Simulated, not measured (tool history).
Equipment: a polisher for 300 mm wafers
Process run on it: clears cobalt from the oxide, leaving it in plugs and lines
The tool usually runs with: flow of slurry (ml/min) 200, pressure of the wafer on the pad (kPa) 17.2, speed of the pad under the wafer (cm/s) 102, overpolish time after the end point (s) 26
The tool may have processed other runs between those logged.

run	day	flow of slurry (ml/min)	pressure of the wafer on the pad (kPa)	speed of the pad under the wafer (cm/s)	overpolish time after the end point (s)	wafers since the last listed run	wafers polished on this pad	hours since the slurry nozzle was cleaned	hours since the head pressure was calibrated	incoming thickness of the incoming film, nm	time until the end point was called (s)	dishing of a wide line in a test structure (angstrom)
1	0	200	17.2	102	35	0	452	496.9	854.6	402.1	68.4	388
# day 1.046: head pressure recalibrated
2	2.329	200	17.2	102	26	624	1076	552.8	30.8	394.9	76	368
3	4.046	225	17.2	102	26	477	1553	594	72	400.9	75.3	384
4	6.038	225	17.2	102	26	553	2107	641.8	119.8	398.5	73.1	378
# day 6.396: worn pad replaced by a new one
5	8.904	200	17.2	102	26	750	696	710.6	188.6	403.5	79.8	372
6	11.6	200	17.2	102	26	749	1446	775.3	253.3	397.2	75.6	368
7	12.671	200	17.2	102	26	297	1743	801	279	400.5	74.2	383
8	13.871	200	18.6	102	26	333	2077	829.8	307.8	400.9	70.2	366
# day 14.688: worn pad replaced by a new one
9	14.958	230	13.1	102	26	255	75	855.9	333.9	397.2	95.7	370
# day 15.196: slurry nozzle cleaned
10	16.012	200	17.2	102	26	281	356	19.6	359.2	399.1	74.2	372
11	18.612	200	17.2	102	26	722	1079	82	421.6	401.2	72.6	380
12	20.017	260	15.2	102	26	390	1469	115.7	455.3	397.1	81.7	368
13	22.729	200	17.2	102	26	753	2223	180.8	520.4	393.7	71	388
# day 23.725: worn pad replaced by a new one
14	24.25	145	22.8	86	42	376	146	217.3	556.9	404.2	67.3	384
15	26.875	200	17.2	102	17	729	875	280.3	619.9	406.3	74.9	349
# day 33.029: head pressure recalibrated
# day 33.312: worn pad replaced by a new one
16	35.167	200	17.2	80	26	2234	515	479.3	51.3	400.4	92.5	358
17	36.592	250	17.2	82	26	396	911	513.5	85.5	398.6	84.8	376
18	38.758	200	17.2	102	26	602	1513	565.5	137.5	400.8	76.5	372
19	40.492	225	13.8	124	11	481	1994	607.1	179.1	403.7	79.6	284
# day 42.112: worn pad replaced by a new one
20	42.133	250	17.2	82	26	409	5	646.5	218.5	401.9	87.9	366

Predict each of these 3 candidate next runs independently; none follows another, all start after run 20:
A	42.154	200	17.2	102	26	5	11	647	219	399.8	?	?
B	42.154	200	17.2	130	14	5	11	647	219	399.8	?	?
C	42.154	180	17.2	124	26	5	11	647	219	399.8	?	?

run	time until the end point was called (s)	dishing of a wide line in a test structure (angstrom)
A	76.5	373
B	63.9	340
C	67.2	377
With the hidden condition removed and each run's random variation left untouched, the same runs would have given:
run	time until the end point was called (s)	dishing of a wide line in a test structure (angstrom)
A	77.1	372
B	64.4	340
C	67.8	377

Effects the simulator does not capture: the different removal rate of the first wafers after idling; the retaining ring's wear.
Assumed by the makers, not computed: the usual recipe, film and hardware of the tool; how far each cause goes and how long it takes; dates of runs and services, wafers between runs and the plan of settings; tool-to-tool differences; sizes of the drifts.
